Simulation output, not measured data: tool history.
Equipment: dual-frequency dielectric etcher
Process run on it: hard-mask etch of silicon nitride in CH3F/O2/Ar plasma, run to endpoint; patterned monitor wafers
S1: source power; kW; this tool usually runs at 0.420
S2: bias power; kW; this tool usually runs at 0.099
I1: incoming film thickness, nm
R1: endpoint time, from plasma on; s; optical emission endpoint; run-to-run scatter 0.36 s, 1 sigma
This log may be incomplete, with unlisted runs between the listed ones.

run   hour     S1     S2     I1    R1
  1    0.0  0.420  0.083  32.80  48.8
  2   15.1  0.420  0.083  32.54  48.4
  3   41.8  0.420  0.083  32.74  49.4
  4   63.2  0.420  0.099  32.19  46.6
  5   92.8  0.420  0.099  32.57  46.0
  6  121.3  0.400  0.092  32.35  47.7
  7  153.7  0.400  0.092  32.43  47.4
  8  177.0  0.370  0.099  32.49  48.1
     188.0  -- source power generator calibrated
  9  203.4  0.420  0.080  32.48  48.9
     244.1  -- wet clean of the chamber
 10  244.6  0.420  0.080  32.65  48.7
 11  262.7  0.450  0.092  32.46  46.8
 12  357.4  0.420  0.099  32.35  46.0
     398.5  -- upper electrode replaced
 13  399.0  0.500  0.106  33.17  43.2
 14  411.5  0.420  0.114  32.39  44.6
 15  427.6  0.420  0.099  32.11  46.1
     442.1  -- bias power generator calibrated
 16  462.2  0.470  0.120  32.26  42.2
 17  475.1  0.460  0.089  32.61  46.9
 18  491.0  0.420  0.114  32.64  44.7
 19  526.6  0.520  0.108  32.51  41.7
 20  541.8  0.420  0.099  32.56  46.4
 21  565.2  0.460  0.080  32.60  47.1

Forecast each of these 3 alternatives for the next run:
  A  565.6  0.420  0.099  32.41   ?
  B  565.6  0.460  0.099  32.41   ?
  C  565.6  0.390  0.107  32.41   ?

run    R1
  A  46.5
  B  45.2
  C  46.5
Take away the tool's hidden state, keep each run's random variation, and the runs would have read:
run    R1
  A  46.5
  B  45.2
  C  46.5
